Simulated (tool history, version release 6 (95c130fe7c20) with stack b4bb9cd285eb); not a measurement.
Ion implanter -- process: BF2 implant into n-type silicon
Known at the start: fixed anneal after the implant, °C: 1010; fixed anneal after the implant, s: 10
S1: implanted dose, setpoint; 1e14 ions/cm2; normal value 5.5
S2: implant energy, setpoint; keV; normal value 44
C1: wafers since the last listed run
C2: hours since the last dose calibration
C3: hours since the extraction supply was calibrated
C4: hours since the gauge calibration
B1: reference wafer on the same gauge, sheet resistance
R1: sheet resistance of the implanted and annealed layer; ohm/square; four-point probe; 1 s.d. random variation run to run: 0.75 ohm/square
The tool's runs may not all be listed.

{"run": 1, "day": 0.0, "S1": 5.5, "S2": 44, "C1": 0, "C2": 1067.9, "C3": 4369.7, "C4": 307.3, "B1": 203.03, "R1": 203.31}
{"run": 2, "day": 1.429, "S1": 5.5, "S2": 44, "C1": 381, "C2": 1102.2, "C3": 4404, "C4": 341.6, "B1": 203, "R1": 203.48}
{"day": 1.617, "done": "gauge calibrated"}
{"run": 3, "day": 2.217, "S1": 5.5, "S2": 44, "C1": 210, "C2": 1121.1, "C3": 4422.9, "C4": 14.4, "B1": 203.18, "R1": 203.44}
{"run": 4, "day": 3.488, "S1": 6.15, "S2": 44, "C1": 339, "C2": 1151.6, "C3": 4453.4, "C4": 44.9, "B1": 203.1, "R1": 185.56}
{"run": 5, "day": 4.325, "S1": 5.5, "S2": 44, "C1": 223, "C2": 1171.7, "C3": 4473.5, "C4": 65, "B1": 203.19, "R1": 203.21}
{"run": 6, "day": 5.721, "S1": 5.5, "S2": 44, "C1": 372, "C2": 1205.2, "C3": 4507, "C4": 98.5, "B1": 202.74, "R1": 203.6}
{"run": 7, "day": 7.046, "S1": 5.5, "S2": 44, "C1": 353, "C2": 1237, "C3": 4538.8, "C4": 130.3, "B1": 203.18, "R1": 203.19}
{"day": 7.996, "done": "extraction supply calibrated"}
{"run": 8, "day": 8.675, "S1": 5.5, "S2": 44, "C1": 345, "C2": 1276.1, "C3": 16.3, "C4": 169.4, "B1": 203.35, "R1": 202.42}
{"run": 9, "day": 9.454, "S1": 5.5, "S2": 44, "C1": 208, "C2": 1294.8, "C3": 35, "C4": 188.1, "B1": 202.87, "R1": 202.07}
{"day": 10.517, "done": "Faraday cup replaced and dose calibrated"}
{"run": 10, "day": 10.771, "S1": 5.5, "S2": 32.5, "C1": 262, "C2": 6.1, "C3": 66.6, "C4": 219.7, "B1": 203.16, "R1": 221.12}
{"run": 11, "day": 11.321, "S1": 5.5, "S2": 44, "C1": 146, "C2": 19.3, "C3": 79.8, "C4": 232.9, "B1": 203.19, "R1": 210.59}
{"run": 12, "day": 12.512, "S1": 5.5, "S2": 44, "C1": 318, "C2": 47.9, "C3": 108.4, "C4": 261.5, "B1": 202.95, "R1": 210.49}
{"run": 13, "day": 16.342, "S1": 6.79, "S2": 44, "C1": 1022, "C2": 139.8, "C3": 200.3, "C4": 353.4, "B1": 202.82, "R1": 176.77}
{"run": 14, "day": 17.629, "S1": 5.5, "S2": 50, "C1": 343, "C2": 170.7, "C3": 231.2, "C4": 384.3, "B1": 203.12, "R1": 206.12}
{"day": 17.792, "done": "gauge calibrated"}
{"run": 15, "day": 21.225, "S1": 3.89, "S2": 38, "C1": 960, "C2": 257, "C3": 317.5, "C4": 82.4, "B1": 203.32, "R1": 283.25}
{"run": 16, "day": 22.062, "S1": 4.45, "S2": 44, "C1": 223, "C2": 277.1, "C3": 337.6, "C4": 102.5, "B1": 203.18, "R1": 249.43}
{"run": 17, "day": 23.446, "S1": 5.5, "S2": 35.5, "C1": 369, "C2": 310.3, "C3": 370.8, "C4": 135.7, "B1": 203.05, "R1": 213.88}

Branching from run 17: 4 alternative next runs. What would each branch give?
{"run": "A", "day": 23.462, "S1": 5.5, "S2": 44, "C1": 4, "C2": 310.7, "C3": 371.2, "C4": 136.1, "B1": "?", "R1": "?"}
{"run": "B", "day": 23.462, "S1": 5.5, "S2": 53.5, "C1": 4, "C2": 310.7, "C3": 371.2, "C4": 136.1, "B1": "?", "R1": "?"}
{"run": "C", "day": 23.462, "S1": 4.62, "S2": 34, "C1": 4, "C2": 310.7, "C3": 371.2, "C4": 136.1, "B1": "?", "R1": "?"}
{"run": "D", "day": 23.462, "S1": 6.74, "S2": 51, "C1": 4, "C2": 310.7, "C3": 371.2, "C4": 136.1, "B1": "?", "R1": "?"}

run=A B1=202.97 R1=206.36
run=B B1=202.97 R1=202.94
run=C B1=202.97 R1=247.16
run=D B1=202.97 R1=172.12
With the hidden condition removed and each run's random variation left untouched, the same runs would have given:
run=A R1=211.47
run=B R1=208.1
run=C R1=253.3
run=D R1=176.2
